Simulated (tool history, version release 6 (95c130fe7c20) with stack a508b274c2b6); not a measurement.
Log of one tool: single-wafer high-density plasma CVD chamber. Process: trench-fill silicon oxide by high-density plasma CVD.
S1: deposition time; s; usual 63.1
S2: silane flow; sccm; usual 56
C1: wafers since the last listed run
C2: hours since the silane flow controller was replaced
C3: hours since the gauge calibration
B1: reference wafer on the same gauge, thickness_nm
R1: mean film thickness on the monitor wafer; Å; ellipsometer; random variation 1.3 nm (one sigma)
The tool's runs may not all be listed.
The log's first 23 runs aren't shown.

run    hour    S1  S2    C1      C2      C3       B1       R1
 24  1452.8  55.4  66   827  2325.9   838.2  338.708  3807.14
 25  1517.3  59.4  56  1172  2390.4   902.7  338.673  3593.52
     1557.2  -- silane flow controller replaced
 26  1557.7  63.1  56   589     0.5   943.1  338.761  3868.26
 27  1632.9  63.1  56  1367    75.7  1018.3  338.815  3866.17
     1661.6  -- gauge calibrated
 28  1674.1  54.4  51   749   116.9    12.5  339.478  3090.39
 29  1742.9  70.3  46  1251   185.7    81.3  338.880  3658.66
 30  1795.2  63.1  66   951   238.0   133.6  338.956  4400.10
 31  1865.1  66.5  58  1271   307.9   203.5  338.780  4165.12
 32  1911.5  72.8  47   843   354.3   249.9  339.416  3857.27
 33  1956.6  63.1  56   820   399.4   295.0  339.063  3832.04
 34  1995.9  59.9  62   714   438.7   334.3  339.225  3958.31

5 ways to go on from here, each from the tool as it stands after run 34. What would each give?
  A  1996.3  63.1  56   7  439.1  334.7   ?   ?
  B  1996.3  66.3  62   7  439.1  334.7   ?   ?
  C  1996.3  72.7  64   7  439.1  334.7   ?   ?
  D  1996.3  69.3  56   7  439.1  334.7   ?   ?
  E  1996.3  73.9  56   7  439.1  334.7   ?   ?

run       B1       R1
  A  339.000  3852.24
  B  339.000  4398.41
  C  339.000  4951.22
  D  339.000  4230.75
  E  339.000  4511.58
Without the tool's hidden state the same runs would have given:
run       R1
  A  3884.74
  B  4435.52
  C  4992.99
  D  4266.44
  E  4549.64
